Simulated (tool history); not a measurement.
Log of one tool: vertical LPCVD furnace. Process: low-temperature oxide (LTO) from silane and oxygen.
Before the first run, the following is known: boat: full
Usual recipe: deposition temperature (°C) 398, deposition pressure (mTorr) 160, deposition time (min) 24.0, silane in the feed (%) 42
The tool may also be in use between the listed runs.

run,day,deposition temperature (°C),deposition pressure (mTorr),deposition time (min),silane in the feed (%),wafers since the last listed run,hours since the last temperature calibration,hours since the pressure gauge was zeroed,hours since the silane flow controller was replaced,hours since the gauge calibration,"read-back reference wafer on the same gauge, thickness",film thickness on the monitor wafer in the middle of the boat (nm)
1,0.000,398,160,28.5,42,0,2510.1,3799.5,6803.6,84.6,169.02,224.49
2,3.250,398,160,28.5,42,1380,2588.1,3877.5,6881.6,162.6,168.97,224.93
3,6.092,398,160,28.5,42,1207,2656.3,3945.7,6949.8,230.8,168.87,224.48
4,7.825,398,160,24.0,42,736,2697.9,3987.3,6991.4,272.4,168.99,188.91
5,9.338,398,175,24.0,42,642,2734.2,4023.6,7027.7,308.7,169.04,207.05
# day 11.775: pressure gauge zeroed
6,11.796,398,175,24.0,42,619,2793.2,0.5,7086.7,367.7,169.12,207.31
7,12.821,398,175,24.0,42,435,2817.8,25.1,7111.3,392.3,169.00,207.49
# day 14.300: gauge calibrated
# day 17.017: silane flow controller replaced
8,17.258,398,160,28.5,42,1460,2924.3,131.6,5.8,71.0,168.92,225.36
# day 19.700: thermocouples replaced and temperature profile calibrated
9,19.725,398,160,30.5,45,623,0.6,190.8,65.0,130.2,169.09,264.49
10,21.633,386,190,24.0,46,810,46.4,236.6,110.8,176.0,169.04,222.15
11,23.329,390,125,24.0,42,720,87.1,277.3,151.5,216.7,168.97,138.62
12,25.638,398,160,24.0,49,980,142.5,332.7,206.9,272.1,168.96,226.31
# day 27.508: thermocouples replaced and temperature profile calibrated, repeated, since the last time left the tool worse
# day 27.804: gauge calibrated
13,28.367,387,160,24.0,49,734,20.6,398.2,272.4,13.5,169.02,190.59
14,29.896,388,160,24.0,37,649,57.3,434.9,309.1,50.2,168.98,140.48
15,31.579,398,185,24.0,42,715,97.7,475.3,349.5,90.6,168.94,213.08

Each row is a separate what-if for the run after 15, all from the same tool condition, not one after another. Results?
A,31.750,398,160,17.5,42,72,101.8,479.4,353.6,94.7,?,?
B,31.750,398,160,21.0,42,72,101.8,479.4,353.6,94.7,?,?
C,31.750,391,160,18.5,42,72,101.8,479.4,353.6,94.7,?,?

run,"read-back reference wafer on the same gauge, thickness",film thickness on the monitor wafer in the middle of the boat (nm)
A,169.06,134.09
B,169.06,160.91
C,169.06,131.17
Stripped of hidden state, with their random variation kept, the same runs would have yielded:
run,film thickness on the monitor wafer in the middle of the boat (nm)
A,133.58
B,160.29
C,130.66

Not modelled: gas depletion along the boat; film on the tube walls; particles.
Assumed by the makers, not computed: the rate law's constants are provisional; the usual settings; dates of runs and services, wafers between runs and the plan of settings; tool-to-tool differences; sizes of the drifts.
